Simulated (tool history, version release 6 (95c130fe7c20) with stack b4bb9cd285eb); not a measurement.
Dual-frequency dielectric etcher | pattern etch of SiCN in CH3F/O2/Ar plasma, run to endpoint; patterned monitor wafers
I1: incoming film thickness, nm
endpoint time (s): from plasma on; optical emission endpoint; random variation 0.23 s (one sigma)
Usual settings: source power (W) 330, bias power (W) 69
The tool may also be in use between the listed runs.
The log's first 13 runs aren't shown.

Run 14, hour 558.2: usual settings but source power (W) 280, bias power (W) 57; I1 9.88. Result: endpoint time (s) 38.2.
At hour 583: bias power generator calibrated.
Run 15, hour 597.8: usual settings but source power (W) 390; I1 9.85. Result: endpoint time (s) 27.5.
Run 16, hour 641.3: usual settings but source power (W) 390; I1 10. Result: endpoint time (s) 27.9.
Run 17, hour 679.7: usual settings; I1 9.9. Result: endpoint time (s) 30.3.
At hour 711.6: wet clean of the chamber.
Run 18, hour 712.1: usual settings but bias power (W) 74; I1 9.87. Result: endpoint time (s) 27.6.
Run 19, hour 768.6: usual settings; I1 9.9. Result: endpoint time (s) 29.5.
Run 20, hour 793: usual settings but source power (W) 390, bias power (W) 56; I1 9.91. Result: endpoint time (s) 32.3.
Run 21, hour 839.5: usual settings but bias power (W) 60; I1 9.93. Result: endpoint time (s) 33.8.
Run 22, hour 905.9: usual settings but source power (W) 360, bias power (W) 54; I1 9.89. Result: endpoint time (s) 35.3.
Run 23, hour 933.9: usual settings; I1 9.83. Result: endpoint time (s) 30.3.
Run 24, hour 985.9: usual settings but source power (W) 290; I1 9.84. Result: endpoint time (s) 32.8.
Run 25, hour 1035.6: usual settings; I1 9.91. Result: endpoint time (s) 31.
At hour 1108.1: wet clean of the chamber.
Run 26, hour 1108.6: usual settings but source power (W) 360, bias power (W) 61; I1 9.89. Result: endpoint time (s) 30.9.
Run 27, hour 1151.2: usual settings but bias power (W) 76; I1 9.97. Result: endpoint time (s) 28.1.
Run 28, hour 1209.3: usual settings but source power (W) 380; I1 10.03. Result: endpoint time (s) 28.2.
At hour 1235.1: source power generator calibrated.
Run 29, hour 1271: usual settings; I1 9.91. Result: endpoint time (s) 30.2.
Run 30, hour 1339.3: usual settings but source power (W) 270, bias power (W) 61; I1 9.95. Result: endpoint time (s) 37.5.
Run 31, hour 1378.1: usual settings; I1 9.96. Result: endpoint time (s) 31.1.
Run 32, hour 1436.1: usual settings but bias power (W) 79; I1 9.96. Result: endpoint time (s) 28.5.
At hour 1489.2: wet clean of the chamber.
Run 33, hour 1489.7: usual settings but source power (W) 300, bias power (W) 75; I1 9.89. Result: endpoint time (s) 28.5.
Run 34, hour 1492.7: usual settings but bias power (W) 78; I1 9.93. Result: endpoint time (s) 26.5.
Run 35, hour 1556.3: usual settings; I1 9.86. Result: endpoint time (s) 28.8.

4 ways to go on from here, each from the tool as it stands after run 35. What would each give?
Run A, hour 1556.7: usual settings; I1 9.87. Result: endpoint time (s) ?.
Run B, hour 1556.7: usual settings but source power (W) 300, bias power (W) 56; I1 9.87. Result: endpoint time (s) ?.
Run C, hour 1556.7: usual settings but source power (W) 370, bias power (W) 57; I1 9.87. Result: endpoint time (s) ?.
Run D, hour 1556.7: usual settings but source power (W) 390, bias power (W) 61; I1 9.87. Result: endpoint time (s) ?.

run  endpoint time (s)
  A               29.1
  B               36.3
  C               31.8
  D               29.3
Without the tool's hidden state the same runs would have given:
run  endpoint time (s)
  A               29.1
  B               36.4
  C               31.8
  D               29.3
